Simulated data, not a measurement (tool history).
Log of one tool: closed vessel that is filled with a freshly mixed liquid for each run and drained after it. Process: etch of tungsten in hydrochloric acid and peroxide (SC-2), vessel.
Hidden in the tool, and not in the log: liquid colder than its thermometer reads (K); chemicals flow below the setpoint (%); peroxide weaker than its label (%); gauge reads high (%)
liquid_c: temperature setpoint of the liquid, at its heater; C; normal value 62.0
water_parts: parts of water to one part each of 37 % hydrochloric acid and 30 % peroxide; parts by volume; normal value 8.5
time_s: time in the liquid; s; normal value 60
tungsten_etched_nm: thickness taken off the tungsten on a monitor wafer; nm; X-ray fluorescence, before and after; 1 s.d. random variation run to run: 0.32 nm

| run | hour | liquid_c | water_parts | time_s | wafers since the last listed run | hours since the thermometer was replaced | hours since the chemicals flow meter was replaced | hours since the drum of peroxide was connected | hours since the gauge calibration | read-back film thickness of the tungsten reference wafer, read on the same gauge (nm) | tungsten_etched_nm |
|---|---|---|---|---|---|---|---|---|---|---|---|
| 1 | 0.0 | 62.0 | 8.5 | 60 | 0 | 127.7 | 1395.4 | 726.9 | 1409.7 | 80.02 | 33.09 |
| 2 | 44.5 | 62.0 | 8.5 | 60 | 4791 | 172.2 | 1439.9 | 771.4 | 1454.2 | 80.01 | 33.12 |
| 3 | 83.7 | 62.0 | 8.5 | 75 | 4221 | 211.4 | 1479.1 | 810.6 | 1493.4 | 79.99 | 40.89 |
| 4 | 333.5 | 62.0 | 8.5 | 60 | 26899 | 461.2 | 1728.9 | 1060.4 | 1743.2 | 79.98 | 32.30 |
|  | 357.0 | new drum of peroxide connected |
|  | 363.2 | chemicals flow meter replaced |
| 5 | 424.4 | 62.0 | 8.5 | 60 | 9573 | 552.1 | 61.2 | 67.4 | 1834.1 | 80.00 | 34.83 |
| 6 | 486.1 | 62.0 | 8.5 | 60 | 6644 | 613.8 | 122.9 | 129.1 | 1895.8 | 80.01 | 34.39 |
| 7 | 587.8 | 62.0 | 8.5 | 60 | 10951 | 715.5 | 224.6 | 230.8 | 1997.5 | 79.97 | 34.45 |
|  | 605.6 | gauge calibrated |
| 8 | 632.7 | 56.5 | 10.0 | 30 | 4834 | 760.4 | 269.5 | 275.7 | 27.1 | 80.00 | 10.66 |
|  | 773.2 | thermometer replaced |
| 9 | 930.2 | 62.0 | 8.5 | 95 | 31928 | 157.0 | 567.0 | 573.2 | 324.6 | 80.00 | 53.62 |
| 10 | 1015.5 | 62.0 | 5.0 | 75 | 9185 | 242.3 | 652.3 | 658.5 | 409.9 | 80.00 | 63.09 |
| 11 | 1063.3 | 62.0 | 8.5 | 60 | 5147 | 290.1 | 700.1 | 706.3 | 457.7 | 80.00 | 33.61 |
| 12 | 1099.3 | 62.0 | 7.0 | 35 | 3876 | 326.1 | 736.1 | 742.3 | 493.7 | 79.98 | 22.65 |
| 13 | 1142.7 | 62.0 | 11.0 | 90 | 4673 | 369.5 | 779.5 | 785.7 | 537.1 | 80.00 | 41.27 |
| 14 | 1393.8 | 62.0 | 8.5 | 50 | 27039 | 620.6 | 1030.6 | 1036.8 | 788.2 | 80.01 | 27.12 |
|  | 1450.3 | new drum of peroxide connected |
| 15 | 1488.9 | 62.0 | 11.0 | 90 | 10133 | 715.7 | 1125.7 | 38.6 | 883.3 | 80.01 | 41.98 |
|  | 1530.2 | thermometer replaced |
| 16 | 1584.5 | 62.0 | 8.5 | 40 | 10186 | 54.3 | 1221.3 | 134.2 | 978.9 | 80.00 | 23.00 |
| 17 | 1677.0 | 68.0 | 11.0 | 50 | 9960 | 146.8 | 1313.8 | 226.7 | 1071.4 | 80.01 | 33.20 |
| 18 | 1773.0 | 53.5 | 11.5 | 45 | 10337 | 242.8 | 1409.8 | 322.7 | 1167.4 | 80.01 | 11.61 |
| 19 | 1857.1 | 62.0 | 12.0 | 60 | 9056 | 326.9 | 1493.9 | 406.8 | 1251.5 | 79.99 | 25.35 |
| 20 | 1899.2 | 62.0 | 12.5 | 60 | 4533 | 369.0 | 1536.0 | 448.9 | 1293.6 | 80.02 | 24.69 |
| 21 | 1989.3 | 52.0 | 8.5 | 60 | 9702 | 459.1 | 1626.1 | 539.0 | 1383.7 | 80.00 | 17.68 |
| 22 | 2094.2 | 72.0 | 8.5 | 30 | 11296 | 564.0 | 1731.0 | 643.9 | 1488.6 | 79.98 | 31.08 |
| 23 | 2165.5 | 62.0 | 8.5 | 60 | 7677 | 635.3 | 1802.3 | 715.2 | 1559.9 | 80.01 | 33.64 |
| 24 | 2220.1 | 68.0 | 8.5 | 45 | 5879 | 689.9 | 1856.9 | 769.8 | 1614.5 | 79.98 | 35.69 |
| 25 | 2326.9 | 62.0 | 8.5 | 60 | 11500 | 796.7 | 1963.7 | 876.6 | 1721.3 | 80.00 | 32.98 |
| 26 | 2378.1 | 62.0 | 11.0 | 85 | 5513 | 847.9 | 2014.9 | 927.8 | 1772.5 | 79.97 | 38.14 |
|  | 2423.9 | chemicals flow meter replaced |
|  | 2431.5 | thermometer replaced |
| 27 | 2480.1 | 62.0 | 5.0 | 30 | 10768 | 48.6 | 56.2 | 1029.8 | 1874.5 | 80.00 | 24.71 |
| 28 | 2567.6 | 62.0 | 11.0 | 75 | 9422 | 136.1 | 143.7 | 1117.3 | 1962.0 | 80.04 | 32.71 |
| 29 | 2608.0 | 62.0 | 8.5 | 60 | 4350 | 176.5 | 184.1 | 1157.7 | 2002.4 | 79.99 | 32.36 |
|  | 2621.8 | new drum of peroxide connected |
| 30 | 2674.0 | 62.0 | 8.5 | 60 | 6999 | 242.5 | 250.1 | 52.2 | 2068.4 | 80.00 | 34.90 |

Entry by entry between the runs, the difference in hidden state between the last listed run before and the first listed run after:
Run 4 -> run 5: new drum of peroxide connected (hour 357.0); chemicals flow meter replaced (hour 363.2)
  peroxide weaker than its label (%): 7.37 -> 0.549
  the result without the hidden state subtracted from the measured one, tungsten_etched_nm: -2.33 -> -0.17 nm
Run 7 -> run 8: gauge calibrated (hour 605.6)
  peroxide weaker than its label (%): 1.56 -> 1.83
  the result without the hidden state subtracted from the measured one, tungsten_etched_nm: -0.49 -> -0.18 nm
Run 8 -> run 9: thermometer replaced (hour 773.2)
  peroxide weaker than its label (%): 1.83 -> 3.67
  the result without the hidden state subtracted from the measured one, tungsten_etched_nm: -0.18 -> -1.85 nm
Run 14 -> run 15: new drum of peroxide connected (hour 1450.3)
  peroxide weaker than its label (%): 6.52 -> 1.14
  the result without the hidden state subtracted from the measured one, tungsten_etched_nm: -1.71 -> -0.44 nm
Run 15 -> run 16: thermometer replaced (hour 1530.2)
  peroxide weaker than its label (%): 1.14 -> 1.73
  the result without the hidden state subtracted from the measured one, tungsten_etched_nm: -0.44 -> -0.36 nm
Run 26 -> run 27: chemicals flow meter replaced (hour 2423.9); thermometer replaced (hour 2431.5)
  peroxide weaker than its label (%): 6.62 -> 7.25
  the result without the hidden state subtracted from the measured one, tungsten_etched_nm: -2.49 -> -1.66 nm
Run 29 -> run 30: new drum of peroxide connected (hour 2621.8)
  peroxide weaker than its label (%): 8.04 -> 0.887
  the result without the hidden state subtracted from the measured one, tungsten_etched_nm: -2.56 -> -0.28 nm
